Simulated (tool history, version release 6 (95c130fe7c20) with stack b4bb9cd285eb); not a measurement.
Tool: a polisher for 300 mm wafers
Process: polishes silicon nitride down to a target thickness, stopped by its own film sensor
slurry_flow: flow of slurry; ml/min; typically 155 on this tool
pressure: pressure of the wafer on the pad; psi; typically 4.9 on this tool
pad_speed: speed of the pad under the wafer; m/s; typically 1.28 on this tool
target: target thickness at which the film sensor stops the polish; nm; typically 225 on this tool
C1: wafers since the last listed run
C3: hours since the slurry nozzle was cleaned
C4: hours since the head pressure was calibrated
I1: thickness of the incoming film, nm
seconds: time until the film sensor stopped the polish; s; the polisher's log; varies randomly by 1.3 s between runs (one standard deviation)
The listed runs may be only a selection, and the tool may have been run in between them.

run 1 hour=0 | slurry_flow=155 pressure=4.9 pad_speed=1.28 target=225 | C1=0 wafers_polished_on_this_pad=668 C3=367.2 C4=207.1 | I1=556.9 | seconds=124.8
-- hour=93.8 slurry nozzle cleaned
run 2 hour=94.3 | slurry_flow=155 pressure=4.9 pad_speed=1.28 target=225 | C1=687 wafers_polished_on_this_pad=1356 C3=0.5 C4=301.4 | I1=553.4 | seconds=125.5
run 3 hour=178.1 | slurry_flow=155 pressure=4.9 pad_speed=1.28 target=225 | C1=617 wafers_polished_on_this_pad=1973 C3=84.3 C4=385.2 | I1=549.3 | seconds=129.2
-- hour=313 head pressure recalibrated
-- hour=390.7 worn pad replaced by a new one
run 4 hour=479.2 | slurry_flow=190 pressure=4.9 pad_speed=1.28 target=225 | C1=2173 wafers_polished_on_this_pad=651 C3=385.4 C4=166.2 | I1=559 | seconds=119.8
run 5 hour=558.6 | slurry_flow=155 pressure=4.3 pad_speed=1.28 target=225 | C1=584 wafers_polished_on_this_pad=1236 C3=464.8 C4=245.6 | I1=546.6 | seconds=136.6
-- hour=566.5 slurry nozzle cleaned
run 6 hour=601.3 | slurry_flow=155 pressure=4.3 pad_speed=1.28 target=225 | C1=307 wafers_polished_on_this_pad=1543 C3=34.8 C4=288.3 | I1=541.3 | seconds=133.9
run 7 hour=677.6 | slurry_flow=155 pressure=4.3 pad_speed=1.28 target=225 | C1=561 wafers_polished_on_this_pad=2105 C3=111.1 C4=364.6 | I1=556.2 | seconds=143.3
run 8 hour=725.5 | slurry_flow=155 pressure=4.9 pad_speed=1.28 target=225 | C1=352 wafers_polished_on_this_pad=2458 C3=159 C4=412.5 | I1=543.2 | seconds=124.3
run 9 hour=774.2 | slurry_flow=155 pressure=4.9 pad_speed=1.28 target=225 | C1=358 wafers_polished_on_this_pad=2817 C3=207.7 C4=461.2 | I1=557 | seconds=131.8
-- hour=843.7 head pressure recalibrated
run 10 hour=853 | slurry_flow=155 pressure=3.9 pad_speed=1.28 target=225 | C1=565 wafers_polished_on_this_pad=3382 C3=286.5 C4=9.3 | I1=550.5 | seconds=140.5
-- hour=883.4 worn pad replaced by a new one
run 11 hour=890.7 | slurry_flow=155 pressure=3.9 pad_speed=1.28 target=225 | C1=248 wafers_polished_on_this_pad=54 C3=324.2 C4=47 | I1=549.6 | seconds=141.4
run 12 hour=988.9 | slurry_flow=155 pressure=3.9 pad_speed=1.28 target=225 | C1=723 wafers_polished_on_this_pad=777 C3=422.4 C4=145.2 | I1=557.5 | seconds=147.1
-- hour=1035.1 slurry nozzle cleaned
run 13 hour=1065.5 | slurry_flow=155 pressure=4.9 pad_speed=1.64 target=225 | C1=556 wafers_polished_on_this_pad=1334 C3=30.4 C4=221.8 | I1=546.2 | seconds=99.5
run 14 hour=1123.1 | slurry_flow=155 pressure=4.9 pad_speed=1.28 target=225 | C1=424 wafers_polished_on_this_pad=1758 C3=88 C4=279.4 | I1=549.9 | seconds=120.7
run 15 hour=1227.7 | slurry_flow=155 pressure=4.9 pad_speed=1.28 target=225 | C1=770 wafers_polished_on_this_pad=2528 C3=192.6 C4=384 | I1=543.9 | seconds=120.1
run 16 hour=1305.6 | slurry_flow=155 pressure=4.9 pad_speed=1.28 target=225 | C1=573 wafers_polished_on_this_pad=3102 C3=270.5 C4=461.9 | I1=550.8 | seconds=125.8
-- hour=1361.8 head pressure recalibrated
-- hour=1379.1 worn pad replaced by a new one
run 17 hour=1379.6 | slurry_flow=155 pressure=4.9 pad_speed=1.28 target=148 | C1=500 wafers_polished_on_this_pad=3 C3=344.5 C4=17.8 | I1=541.9 | seconds=143.1
run 18 hour=1428.8 | slurry_flow=155 pressure=3.8 pad_speed=1.14 target=225 | C1=362 wafers_polished_on_this_pad=365 C3=393.7 C4=67 | I1=548.5 | seconds=156.7
-- hour=1463.8 slurry nozzle cleaned
run 19 hour=1513.7 | slurry_flow=155 pressure=4.9 pad_speed=1.46 target=225 | C1=617 wafers_polished_on_this_pad=983 C3=49.9 C4=151.9 | I1=552.7 | seconds=110.7
run 20 hour=1595.2 | slurry_flow=120 pressure=4.1 pad_speed=1 target=157 | C1=600 wafers_polished_on_this_pad=1583 C3=131.4 C4=233.4 | I1=561.2 | seconds=222.8
run 21 hour=1682.3 | slurry_flow=155 pressure=4.9 pad_speed=1.28 target=225 | C1=641 wafers_polished_on_this_pad=2225 C3=218.5 C4=320.5 | I1=560.9 | seconds=128.6
run 22 hour=1784.3 | slurry_flow=185 pressure=4.9 pad_speed=1.28 target=172 | C1=751 wafers_polished_on_this_pad=2976 C3=320.5 C4=422.5 | I1=558 | seconds=144.4
-- hour=1830.2 head pressure recalibrated
-- hour=1830.9 worn pad replaced by a new one
run 23 hour=1882.8 | slurry_flow=155 pressure=4 pad_speed=1.28 target=225 | C1=705 wafers_polished_on_this_pad=382 C3=419 C4=52.6 | I1=539.8 | seconds=137.2
-- hour=1955.1 slurry nozzle cleaned
run 24 hour=1974.4 | slurry_flow=155 pressure=4.9 pad_speed=1.28 target=225 | C1=667 wafers_polished_on_this_pad=1049 C3=19.3 C4=144.2 | I1=560 | seconds=126.1
run 25 hour=2015 | slurry_flow=155 pressure=4.9 pad_speed=1.28 target=225 | C1=299 wafers_polished_on_this_pad=1348 C3=59.9 C4=184.8 | I1=542.1 | seconds=121
run 26 hour=2092.3 | slurry_flow=155 pressure=4.9 pad_speed=0.96 target=335 | C1=569 wafers_polished_on_this_pad=1917 C3=137.2 C4=262.1 | I1=551.4 | seconds=102.9
run 27 hour=2147.2 | slurry_flow=155 pressure=6.5 pad_speed=1.5 target=130 | C1=404 wafers_polished_on_this_pad=2322 C3=192.1 C4=317 | I1=544.3 | seconds=112.3
run 28 hour=2236.1 | slurry_flow=155 pressure=4.9 pad_speed=1.28 target=225 | C1=654 wafers_polished_on_this_pad=2976 C3=281 C4=405.9 | I1=547 | seconds=129.8
-- hour=2263.7 worn pad replaced by a new one
run 29 hour=2283 | slurry_flow=155 pressure=4.3 pad_speed=1.6 target=225 | C1=315 wafers_polished_on_this_pad=142 C3=327.9 C4=452.8 | I1=559.3 | seconds=130.3

5 options for the next run, each taken on its own from the tool as it stands now. Forecast them:
run A hour=2283.5 | slurry_flow=155 pressure=4.9 pad_speed=1.02 target=225 | C1=3 wafers_polished_on_this_pad=145 C3=328.4 C4=453.3 | I1=560.4 | seconds=?
run B hour=2283.5 | slurry_flow=170 pressure=3.9 pad_speed=0.88 target=225 | C1=3 wafers_polished_on_this_pad=145 C3=328.4 C4=453.3 | I1=560.4 | seconds=?
run C hour=2283.5 | slurry_flow=180 pressure=4.9 pad_speed=1.12 target=144 | C1=3 wafers_polished_on_this_pad=145 C3=328.4 C4=453.3 | I1=560.4 | seconds=?
run D hour=2283.5 | slurry_flow=205 pressure=6.1 pad_speed=1.28 target=124 | C1=3 wafers_polished_on_this_pad=145 C3=328.4 C4=453.3 | I1=560.4 | seconds=?
run E hour=2283.5 | slurry_flow=155 pressure=4.9 pad_speed=1.28 target=291 | C1=3 wafers_polished_on_this_pad=145 C3=328.4 C4=453.3 | I1=560.4 | seconds=?

run=A seconds=156.7
run=B seconds=207.6
run=C seconds=178.3
run=D seconds=137.4
run=E seconds=108.2
With the hidden condition removed and each run's random variation left untouched, the same runs would have given:
run=A seconds=136.2
run=B seconds=180.5
run=C seconds=155
run=D seconds=119.4
run=E seconds=94.1
